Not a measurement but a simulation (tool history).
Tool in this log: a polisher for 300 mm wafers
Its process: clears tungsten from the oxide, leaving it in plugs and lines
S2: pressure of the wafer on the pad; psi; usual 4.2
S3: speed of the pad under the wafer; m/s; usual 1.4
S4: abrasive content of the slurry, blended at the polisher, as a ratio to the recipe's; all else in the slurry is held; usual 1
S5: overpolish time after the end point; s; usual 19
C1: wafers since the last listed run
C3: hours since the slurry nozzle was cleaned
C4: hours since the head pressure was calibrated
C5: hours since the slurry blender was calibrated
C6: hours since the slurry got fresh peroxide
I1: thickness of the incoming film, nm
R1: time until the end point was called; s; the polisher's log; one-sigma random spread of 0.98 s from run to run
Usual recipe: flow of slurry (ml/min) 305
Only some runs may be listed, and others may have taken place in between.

run 1 day=0 | flow_of_slurry_(ml/min)=305 S2=4.2 S3=1.4 S4=0.85 S5=15 | C1=0 wafers_polished_on_this_pad=1885 C3=415.1 C4=269.6 C5=305.3 C6=62.9 | I1=508.3 | R1=69.5
-- day=1.1 slurry nozzle cleaned
-- day=2.262 worn pad replaced by a new one
run 2 day=2.283 | flow_of_slurry_(ml/min)=305 S2=4.2 S3=1.4 S4=0.85 S5=15 | C1=308 wafers_polished_on_this_pad=2 C3=28.4 C4=324.4 C5=360.1 C6=117.7 | I1=513.8 | R1=68.2
run 3 day=4.242 | flow_of_slurry_(ml/min)=305 S2=4.2 S3=1.4 S4=0.85 S5=15 | C1=291 wafers_polished_on_this_pad=294 C3=75.4 C4=371.4 C5=407.1 C6=164.7 | I1=510.1 | R1=67.5
-- day=5.604 slurry blender recalibrated
run 4 day=6.329 | flow_of_slurry_(ml/min)=305 S2=4.2 S3=1.4 S4=1 S5=27 | C1=298 wafers_polished_on_this_pad=592 C3=125.5 C4=421.5 C5=17.4 C6=214.8 | I1=501.4 | R1=62.1
run 5 day=8.492 | flow_of_slurry_(ml/min)=355 S2=4.2 S3=1.4 S4=1 S5=19 | C1=321 wafers_polished_on_this_pad=914 C3=177.4 C4=473.4 C5=69.3 C6=266.7 | I1=499.6 | R1=62.2
-- day=9.967 slurry tank refilled with fresh slurry and peroxide
run 6 day=10.967 | flow_of_slurry_(ml/min)=355 S2=4.2 S3=1.4 S4=1 S5=19 | C1=362 wafers_polished_on_this_pad=1276 C3=236.8 C4=532.8 C5=128.7 C6=24 | I1=515 | R1=62.1
run 7 day=13.279 | flow_of_slurry_(ml/min)=355 S2=4.2 S3=1.4 S4=1 S5=19 | C1=344 wafers_polished_on_this_pad=1620 C3=292.3 C4=588.3 C5=184.2 C6=79.5 | I1=513.3 | R1=61.2
-- day=15.629 worn pad replaced by a new one
run 8 day=16.508 | flow_of_slurry_(ml/min)=340 S2=4.2 S3=1.4 S4=1 S5=14 | C1=455 wafers_polished_on_this_pad=130 C3=369.8 C4=665.8 C5=261.7 C6=157 | I1=520.6 | R1=62.8
-- day=17.408 head pressure recalibrated
-- day=17.804 slurry nozzle cleaned
run 9 day=18.629 | flow_of_slurry_(ml/min)=305 S2=4.2 S3=1.4 S4=0.75 S5=19 | C1=296 wafers_polished_on_this_pad=427 C3=19.8 C4=29.3 C5=312.6 C6=207.9 | I1=510.2 | R1=73.9
run 10 day=20.571 | flow_of_slurry_(ml/min)=305 S2=4.2 S3=1.4 S4=0.75 S5=19 | C1=288 wafers_polished_on_this_pad=716 C3=66.4 C4=75.9 C5=359.2 C6=254.5 | I1=515.8 | R1=74.1
-- day=22.342 slurry tank refilled with fresh slurry and peroxide
run 11 day=24.738 | flow_of_slurry_(ml/min)=305 S2=4.2 S3=1.4 S4=1 S5=19 | C1=613 wafers_polished_on_this_pad=1330 C3=166.4 C4=175.9 C5=459.2 C6=57.5 | I1=505.1 | R1=67.6
-- day=26.408 slurry blender recalibrated
run 12 day=27.125 | flow_of_slurry_(ml/min)=305 S2=3.1 S3=1.22 S4=0.9 S5=23 | C1=342 wafers_polished_on_this_pad=1673 C3=223.7 C4=233.2 C5=17.2 C6=114.8 | I1=511.8 | R1=97.4
-- day=27.688 worn pad replaced by a new one
run 13 day=29.738 | flow_of_slurry_(ml/min)=305 S2=4.2 S3=1.76 S4=1 S5=19 | C1=363 wafers_polished_on_this_pad=304 C3=286.4 C4=295.9 C5=79.9 C6=177.5 | I1=509.7 | R1=50.3
-- day=32.483 slurry nozzle cleaned
-- day=34.821 slurry tank refilled with fresh slurry and peroxide
run 14 day=35.804 | flow_of_slurry_(ml/min)=395 S2=5.4 S3=1.84 S4=1 S5=19 | C1=890 wafers_polished_on_this_pad=1195 C3=79.7 C4=441.5 C5=225.5 C6=23.6 | I1=505.8 | R1=39.2
run 15 day=39.779 | flow_of_slurry_(ml/min)=305 S2=4.2 S3=1.4 S4=1 S5=19 | C1=591 wafers_polished_on_this_pad=1786 C3=175.1 C4=536.9 C5=320.9 C6=119 | I1=514.2 | R1=61.9
-- day=41.417 worn pad replaced by a new one
run 16 day=42.958 | flow_of_slurry_(ml/min)=305 S2=4.2 S3=1.4 S4=0.75 S5=19 | C1=448 wafers_polished_on_this_pad=229 C3=251.4 C4=613.2 C5=397.2 C6=195.3 | I1=514.5 | R1=70.7
-- day=43.921 slurry blender recalibrated
-- day=44.079 head pressure recalibrated
-- day=47.646 slurry tank refilled with fresh slurry and peroxide
run 17 day=48.092 | flow_of_slurry_(ml/min)=265 S2=4.2 S3=0.98 S4=0.75 S5=8 | C1=732 wafers_polished_on_this_pad=962 C3=374.6 C4=96.3 C5=100.1 C6=10.7 | I1=515.7 | R1=105.6
-- day=50.092 slurry nozzle cleaned
run 18 day=51.442 | flow_of_slurry_(ml/min)=305 S2=4.2 S3=1.4 S4=1 S5=19 | C1=492 wafers_polished_on_this_pad=1454 C3=32.4 C4=176.7 C5=180.5 C6=91.1 | I1=503.6 | R1=64
run 19 day=53.875 | flow_of_slurry_(ml/min)=355 S2=3.7 S3=1.4 S4=1 S5=19 | C1=362 wafers_polished_on_this_pad=1816 C3=90.8 C4=235.1 C5=238.9 C6=149.5 | I1=507.4 | R1=68.6
-- day=55.825 worn pad replaced by a new one
run 20 day=57.65 | flow_of_slurry_(ml/min)=305 S2=5.6 S3=1.4 S4=1 S5=19 | C1=536 wafers_polished_on_this_pad=271 C3=181.4 C4=325.7 C5=329.5 C6=240.1 | I1=508.9 | R1=50.4
-- day=60 slurry tank refilled with fresh slurry and peroxide
run 21 day=60.162 | flow_of_slurry_(ml/min)=375 S2=4.2 S3=1.4 S4=1 S5=19 | C1=367 wafers_polished_on_this_pad=638 C3=241.7 C4=386 C5=389.8 C6=3.9 | I1=516.5 | R1=62.5
-- day=62.196 slurry blender recalibrated
run 22 day=62.642 | flow_of_slurry_(ml/min)=235 S2=4.8 S3=1.4 S4=0.9 S5=19 | C1=356 wafers_polished_on_this_pad=995 C3=301.2 C4=445.5 C5=10.7 C6=63.4 | I1=509.8 | R1=59.5
run 23 day=66.467 | flow_of_slurry_(ml/min)=305 S2=4.2 S3=1.4 S4=1 S5=19 | C1=569 wafers_polished_on_this_pad=1564 C3=393 C4=537.3 C5=102.5 C6=155.2 | I1=513.5 | R1=62.8

Predict each of these 4 candidate next runs independently; none follows another, all start after run 23:
run A day=66.483 | flow_of_slurry_(ml/min)=305 S2=4.2 S3=1.4 S4=1 S5=19 | C1=2 wafers_polished_on_this_pad=1566 C3=393.4 C4=537.7 C5=102.9 C6=155.6 | I1=511.5 | R1=?
run B day=66.483 | flow_of_slurry_(ml/min)=395 S2=3.2 S3=1.4 S4=1.1 S5=19 | C1=2 wafers_polished_on_this_pad=1566 C3=393.4 C4=537.7 C5=102.9 C6=155.6 | I1=511.5 | R1=?
run C day=66.483 | flow_of_slurry_(ml/min)=305 S2=5.2 S3=1.4 S4=1 S5=12 | C1=2 wafers_polished_on_this_pad=1566 C3=393.4 C4=537.7 C5=102.9 C6=155.6 | I1=511.5 | R1=?
run D day=66.483 | flow_of_slurry_(ml/min)=270 S2=4.2 S3=1.54 S4=1.1 S5=29 | C1=2 wafers_polished_on_this_pad=1566 C3=393.4 C4=537.7 C5=102.9 C6=155.6 | I1=511.5 | R1=?

run=A R1=63.3
run=B R1=73
run=C R1=53.6
run=D R1=56.4
Had the tool no hidden state, the same runs would have come out as:
run=A R1=67.8
run=B R1=78.3
run=C R1=57.5
run=D R1=60.4
